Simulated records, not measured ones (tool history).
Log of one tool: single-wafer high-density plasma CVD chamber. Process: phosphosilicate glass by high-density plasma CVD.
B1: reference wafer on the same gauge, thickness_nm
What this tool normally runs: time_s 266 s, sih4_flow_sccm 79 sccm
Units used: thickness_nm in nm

{"run": 1, "hour": 0.0, "time_s": 302, "sih4_flow_sccm": 79, "B1": 2490.199, "thickness_nm": 2576.677}
{"run": 2, "hour": 87.5, "time_s": 236, "sih4_flow_sccm": 69, "B1": 2488.789, "thickness_nm": 1790.663}
{"run": 3, "hour": 142.4, "time_s": 236, "sih4_flow_sccm": 69, "B1": 2491.283, "thickness_nm": 1807.816}
{"run": 4, "hour": 184.0, "time_s": 236, "sih4_flow_sccm": 69, "B1": 2490.094, "thickness_nm": 1798.821}
{"run": 5, "hour": 280.2, "time_s": 266, "sih4_flow_sccm": 79, "B1": 2488.875, "thickness_nm": 2264.192}
{"run": 6, "hour": 332.7, "time_s": 266, "sih4_flow_sccm": 79, "B1": 2493.091, "thickness_nm": 2278.823}
{"run": 7, "hour": 380.2, "time_s": 247, "sih4_flow_sccm": 79, "B1": 2490.675, "thickness_nm": 2117.983}
{"run": 8, "hour": 485.2, "time_s": 247, "sih4_flow_sccm": 79, "B1": 2488.969, "thickness_nm": 2114.827}
{"run": 9, "hour": 545.5, "time_s": 266, "sih4_flow_sccm": 79, "B1": 2488.284, "thickness_nm": 2260.816}
{"run": 10, "hour": 652.3, "time_s": 266, "sih4_flow_sccm": 79, "B1": 2489.619, "thickness_nm": 2281.232}
{"run": 11, "hour": 721.9, "time_s": 266, "sih4_flow_sccm": 79, "B1": 2490.191, "thickness_nm": 2272.629}
{"hour": 773.1, "done": "silane flow controller replaced"}
{"run": 12, "hour": 817.1, "time_s": 266, "sih4_flow_sccm": 79, "B1": 2490.705, "thickness_nm": 2237.054}
{"run": 13, "hour": 870.1, "time_s": 266, "sih4_flow_sccm": 79, "B1": 2491.619, "thickness_nm": 2238.419}
{"run": 14, "hour": 944.9, "time_s": 266, "sih4_flow_sccm": 79, "B1": 2488.274, "thickness_nm": 2239.42}
{"run": 15, "hour": 998.1, "time_s": 266, "sih4_flow_sccm": 79, "B1": 2490.31, "thickness_nm": 2248.801}
{"run": 16, "hour": 1100.8, "time_s": 266, "sih4_flow_sccm": 79, "B1": 2490.886, "thickness_nm": 2247.2}
{"run": 17, "hour": 1175.1, "time_s": 266, "sih4_flow_sccm": 79, "B1": 2489.827, "thickness_nm": 2248.423}
{"run": 18, "hour": 1267.2, "time_s": 266, "sih4_flow_sccm": 79, "B1": 2486.253, "thickness_nm": 2243.022}
{"run": 19, "hour": 1342.2, "time_s": 266, "sih4_flow_sccm": 79, "B1": 2489.941, "thickness_nm": 2254.116}
{"run": 20, "hour": 1413.1, "time_s": 266, "sih4_flow_sccm": 79, "B1": 2488.478, "thickness_nm": 2256.897}
{"run": 21, "hour": 1453.3, "time_s": 293, "sih4_flow_sccm": 79, "B1": 2489.712, "thickness_nm": 2484.388}
{"run": 22, "hour": 1545.8, "time_s": 224, "sih4_flow_sccm": 71, "B1": 2490.16, "thickness_nm": 1737.523}
{"hour": 1581.9, "done": "gauge calibrated"}
{"run": 23, "hour": 1605.0, "time_s": 266, "sih4_flow_sccm": 79, "B1": 2489.237, "thickness_nm": 2260.766}
{"run": 24, "hour": 1704.5, "time_s": 240, "sih4_flow_sccm": 75, "B1": 2490.525, "thickness_nm": 1972.772}
{"run": 25, "hour": 1812.2, "time_s": 239, "sih4_flow_sccm": 86, "B1": 2488.264, "thickness_nm": 2193.81}
{"run": 26, "hour": 1876.4, "time_s": 266, "sih4_flow_sccm": 79, "B1": 2490.934, "thickness_nm": 2264.456}
{"run": 27, "hour": 2157.1, "time_s": 238, "sih4_flow_sccm": 68, "B1": 2489.272, "thickness_nm": 1812.099}
{"run": 28, "hour": 2205.1, "time_s": 314, "sih4_flow_sccm": 75, "B1": 2488.755, "thickness_nm": 2551.921}
{"run": 29, "hour": 2250.7, "time_s": 247, "sih4_flow_sccm": 79, "B1": 2492.529, "thickness_nm": 2100.449}
{"run": 30, "hour": 2317.7, "time_s": 266, "sih4_flow_sccm": 65, "B1": 2488.073, "thickness_nm": 1939.327}
{"run": 31, "hour": 2423.0, "time_s": 248, "sih4_flow_sccm": 85, "B1": 2491.928, "thickness_nm": 2252.99}
{"hour": 2453.9, "done": "silane flow controller replaced"}
{"run": 32, "hour": 2530.8, "time_s": 266, "sih4_flow_sccm": 72, "B1": 2490.082, "thickness_nm": 2068.613}
{"run": 33, "hour": 2570.1, "time_s": 221, "sih4_flow_sccm": 84, "B1": 2489.386, "thickness_nm": 1948.433}
{"run": 34, "hour": 2613.2, "time_s": 266, "sih4_flow_sccm": 79, "B1": 2490.653, "thickness_nm": 2242.814}
{"run": 35, "hour": 2714.9, "time_s": 266, "sih4_flow_sccm": 79, "B1": 2487.695, "thickness_nm": 2239.295}
{"run": 36, "hour": 2764.1, "time_s": 266, "sih4_flow_sccm": 79, "B1": 2489.918, "thickness_nm": 2232.463}
{"run": 37, "hour": 2845.8, "time_s": 318, "sih4_flow_sccm": 66, "B1": 2489.209, "thickness_nm": 2322.123}
{"run": 38, "hour": 2941.1, "time_s": 294, "sih4_flow_sccm": 68, "B1": 2489.895, "thickness_nm": 2193.433}
{"run": 39, "hour": 3010.5, "time_s": 294, "sih4_flow_sccm": 91, "B1": 2488.763, "thickness_nm": 2773.09}
{"run": 40, "hour": 3268.4, "time_s": 266, "sih4_flow_sccm": 79, "B1": 2491.131, "thickness_nm": 2242.485}
{"run": 41, "hour": 3341.2, "time_s": 266, "sih4_flow_sccm": 79, "B1": 2492.823, "thickness_nm": 2255.348}
{"run": 42, "hour": 3387.2, "time_s": 285, "sih4_flow_sccm": 79, "B1": 2493.095, "thickness_nm": 2434.46}
{"run": 43, "hour": 3479.4, "time_s": 313, "sih4_flow_sccm": 79, "B1": 2489.047, "thickness_nm": 2643.979}
{"run": 44, "hour": 3563.4, "time_s": 266, "sih4_flow_sccm": 89, "B1": 2489.716, "thickness_nm": 2482.64}
{"run": 45, "hour": 3625.5, "time_s": 266, "sih4_flow_sccm": 79, "B1": 2491.759, "thickness_nm": 2264.238}

Each row is a separate what-if for the run after 45, all from the same tool condition, not one after another. Results?
{"run": "A", "hour": 3626.0, "time_s": 266, "sih4_flow_sccm": 79, "B1": "?", "thickness_nm": "?"}
{"run": "B", "hour": 3626.0, "time_s": 249, "sih4_flow_sccm": 71, "B1": "?", "thickness_nm": "?"}
{"run": "C", "hour": 3626.0, "time_s": 228, "sih4_flow_sccm": 90, "B1": "?", "thickness_nm": "?"}
{"run": "D", "hour": 3626.0, "time_s": 266, "sih4_flow_sccm": 84, "B1": "?", "thickness_nm": "?"}
{"run": "E", "hour": 3626.0, "time_s": 266, "sih4_flow_sccm": 68, "B1": "?", "thickness_nm": "?"}

run=A B1=2490.436 thickness_nm=2272.708
run=B B1=2490.436 thickness_nm=1953.947
run=C B1=2490.436 thickness_nm=2166.495
run=D B1=2490.436 thickness_nm=2388.558
run=E B1=2490.436 thickness_nm=2017.839
What these runs would have given with no unlogged condition in the tool:
run=A thickness_nm=2234.967
run=B thickness_nm=1921.499
run=C thickness_nm=2130.518
run=D thickness_nm=2348.893
run=E thickness_nm=1984.33
